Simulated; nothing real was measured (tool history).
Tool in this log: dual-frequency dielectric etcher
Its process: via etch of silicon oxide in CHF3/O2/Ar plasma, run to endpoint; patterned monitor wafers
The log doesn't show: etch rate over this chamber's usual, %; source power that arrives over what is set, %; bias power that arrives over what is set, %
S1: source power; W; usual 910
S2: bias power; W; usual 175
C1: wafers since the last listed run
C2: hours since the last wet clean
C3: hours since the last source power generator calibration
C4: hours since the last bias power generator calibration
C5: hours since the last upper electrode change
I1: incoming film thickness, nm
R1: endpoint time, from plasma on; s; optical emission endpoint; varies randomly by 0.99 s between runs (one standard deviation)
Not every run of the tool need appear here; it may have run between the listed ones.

{"run": 1, "day": 0.0, "S1": 910, "S2": 175, "C1": 0, "C2": 397.0, "C3": 2202.4, "C4": 3650.8, "C5": 3921.2, "I1": 695.9, "R1": 341.5}
{"day": 0.583, "done": "wet clean of the chamber"}
{"run": 2, "day": 1.817, "S1": 910, "S2": 175, "C1": 128, "C2": 29.6, "C3": 2246.0, "C4": 3694.4, "C5": 3964.8, "I1": 694.6, "R1": 340.4}
{"run": 3, "day": 5.658, "S1": 1010, "S2": 175, "C1": 399, "C2": 121.8, "C3": 2338.2, "C4": 3786.6, "C5": 4057.0, "I1": 690.2, "R1": 322.6}
{"run": 4, "day": 8.8, "S1": 1010, "S2": 175, "C1": 327, "C2": 197.2, "C3": 2413.6, "C4": 3862.0, "C5": 4132.4, "I1": 694.1, "R1": 324.0}
{"run": 5, "day": 10.712, "S1": 1010, "S2": 175, "C1": 199, "C2": 243.1, "C3": 2459.5, "C4": 3907.9, "C5": 4178.3, "I1": 692.6, "R1": 324.7}
{"run": 6, "day": 13.55, "S1": 740, "S2": 175, "C1": 295, "C2": 311.2, "C3": 2527.6, "C4": 3976.0, "C5": 4246.4, "I1": 691.7, "R1": 375.8}
{"run": 7, "day": 16.362, "S1": 740, "S2": 175, "C1": 292, "C2": 378.7, "C3": 2595.1, "C4": 4043.5, "C5": 4313.9, "I1": 691.1, "R1": 375.3}
{"run": 8, "day": 18.25, "S1": 910, "S2": 175, "C1": 196, "C2": 424.0, "C3": 2640.4, "C4": 4088.8, "C5": 4359.2, "I1": 678.2, "R1": 332.5}
{"run": 9, "day": 20.45, "S1": 910, "S2": 175, "C1": 229, "C2": 476.8, "C3": 2693.2, "C4": 4141.6, "C5": 4412.0, "I1": 698.0, "R1": 343.0}
{"day": 21.908, "done": "wet clean of the chamber"}
{"run": 10, "day": 29.238, "S1": 910, "S2": 175, "C1": 810, "C2": 175.9, "C3": 2904.1, "C4": 4352.5, "C5": 4622.9, "I1": 697.5, "R1": 345.2}
{"run": 11, "day": 32.083, "S1": 910, "S2": 175, "C1": 296, "C2": 244.2, "C3": 2972.4, "C4": 4420.8, "C5": 4691.2, "I1": 693.7, "R1": 342.3}
{"run": 12, "day": 35.775, "S1": 910, "S2": 175, "C1": 384, "C2": 332.8, "C3": 3061.0, "C4": 4509.4, "C5": 4779.8, "I1": 688.7, "R1": 339.5}
{"run": 13, "day": 37.662, "S1": 1050, "S2": 175, "C1": 196, "C2": 378.1, "C3": 3106.3, "C4": 4554.7, "C5": 4825.1, "I1": 689.4, "R1": 318.7}
{"run": 14, "day": 40.004, "S1": 1050, "S2": 175, "C1": 243, "C2": 434.3, "C3": 3162.5, "C4": 4610.9, "C5": 4881.3, "I1": 692.0, "R1": 322.6}
{"day": 42.7, "done": "wet clean of the chamber"}
{"run": 15, "day": 42.775, "S1": 1050, "S2": 207, "C1": 184, "C2": 1.8, "C3": 3229.0, "C4": 4677.4, "C5": 4947.8, "I1": 688.9, "R1": 299.4}
{"day": 45.696, "done": "upper electrode replaced"}
{"run": 16, "day": 46.717, "S1": 910, "S2": 175, "C1": 306, "C2": 96.4, "C3": 3323.6, "C4": 4772.0, "C5": 24.5, "I1": 699.2, "R1": 344.2}
{"day": 50.121, "done": "source power generator calibrated"}
{"run": 17, "day": 50.929, "S1": 910, "S2": 175, "C1": 421, "C2": 197.5, "C3": 19.4, "C4": 4873.1, "C5": 125.6, "I1": 684.0, "R1": 335.3}
{"run": 18, "day": 54.467, "S1": 1120, "S2": 175, "C1": 368, "C2": 282.4, "C3": 104.3, "C4": 4958.0, "C5": 210.5, "I1": 689.9, "R1": 307.8}
{"run": 19, "day": 56.958, "S1": 1130, "S2": 133, "C1": 259, "C2": 342.2, "C3": 164.1, "C4": 5017.8, "C5": 270.3, "I1": 697.1, "R1": 343.1}
{"run": 20, "day": 60.238, "S1": 780, "S2": 175, "C1": 341, "C2": 420.9, "C3": 242.8, "C4": 5096.5, "C5": 349.0, "I1": 697.0, "R1": 364.9}
{"day": 61.421, "done": "wet clean of the chamber"}
{"run": 21, "day": 62.583, "S1": 1110, "S2": 175, "C1": 140, "C2": 27.9, "C3": 299.1, "C4": 5152.8, "C5": 405.3, "I1": 699.8, "R1": 313.5}
{"day": 63.221, "done": "bias power generator calibrated"}
{"run": 22, "day": 65.479, "S1": 790, "S2": 202, "C1": 284, "C2": 97.4, "C3": 368.6, "C4": 54.2, "C5": 474.8, "I1": 691.3, "R1": 332.4}
{"run": 23, "day": 69.188, "S1": 980, "S2": 175, "C1": 386, "C2": 186.4, "C3": 457.6, "C4": 143.2, "C5": 563.8, "I1": 699.1, "R1": 322.0}
{"run": 24, "day": 72.792, "S1": 910, "S2": 175, "C1": 375, "C2": 272.9, "C3": 544.1, "C4": 229.7, "C5": 650.3, "I1": 698.5, "R1": 333.0}
{"run": 25, "day": 75.588, "S1": 690, "S2": 189, "C1": 291, "C2": 340.0, "C3": 611.2, "C4": 296.8, "C5": 717.4, "I1": 694.7, "R1": 365.2}
{"run": 26, "day": 77.388, "S1": 840, "S2": 132, "C1": 187, "C2": 383.2, "C3": 654.4, "C4": 340.0, "C5": 760.6, "I1": 697.0, "R1": 387.0}
{"run": 27, "day": 79.221, "S1": 1080, "S2": 164, "C1": 190, "C2": 427.2, "C3": 698.4, "C4": 384.0, "C5": 804.6, "I1": 689.3, "R1": 316.4}
{"day": 81.608, "done": "wet clean of the chamber"}
{"run": 28, "day": 81.629, "S1": 910, "S2": 175, "C1": 146, "C2": 0.5, "C3": 756.2, "C4": 441.8, "C5": 862.4, "I1": 698.1, "R1": 334.4}
{"run": 29, "day": 83.204, "S1": 1020, "S2": 145, "C1": 163, "C2": 38.3, "C3": 794.0, "C4": 479.6, "C5": 900.2, "I1": 689.7, "R1": 339.2}
{"run": 30, "day": 87.433, "S1": 910, "S2": 196, "C1": 440, "C2": 139.8, "C3": 895.5, "C4": 581.1, "C5": 1001.7, "I1": 696.3, "R1": 318.9}
{"run": 31, "day": 90.096, "S1": 710, "S2": 194, "C1": 277, "C2": 203.7, "C3": 959.4, "C4": 645.0, "C5": 1065.6, "I1": 695.1, "R1": 356.9}
{"run": 32, "day": 94.271, "S1": 910, "S2": 175, "C1": 434, "C2": 303.9, "C3": 1059.6, "C4": 745.2, "C5": 1165.8, "I1": 691.2, "R1": 332.0}

Some steps in R1, run to run, broken into two amounts with sign: the step expected even without the hidden condition (settings, incoming material, random variation), and the rest, left for the hidden condition together with whatever gauge scatter is not in both the measured and the hidden-condition-free result:
Run 5 -> 6: S1 1010 -> 740. R1 +51.1 s: hidden state +2.0, all else +49.1.
Run 16 -> 17: source power generator calibrated. R1 -8.9 s: hidden state -5.3, all else -3.6.
Run 20 -> 21: S1 780 -> 1110, wet clean of the chamber. R1 -51.4 s: hidden state -1.5, all else -49.9.
Run 21 -> 22: S1 1110 -> 790, S2 175 -> 202, bias power generator calibrated. R1 +18.9 s: hidden state -7.9, all else +26.8.
Run 26 -> 27: S1 840 -> 1080, S2 132 -> 164. R1 -70.6 s: hidden state -0.3, all else -70.3.

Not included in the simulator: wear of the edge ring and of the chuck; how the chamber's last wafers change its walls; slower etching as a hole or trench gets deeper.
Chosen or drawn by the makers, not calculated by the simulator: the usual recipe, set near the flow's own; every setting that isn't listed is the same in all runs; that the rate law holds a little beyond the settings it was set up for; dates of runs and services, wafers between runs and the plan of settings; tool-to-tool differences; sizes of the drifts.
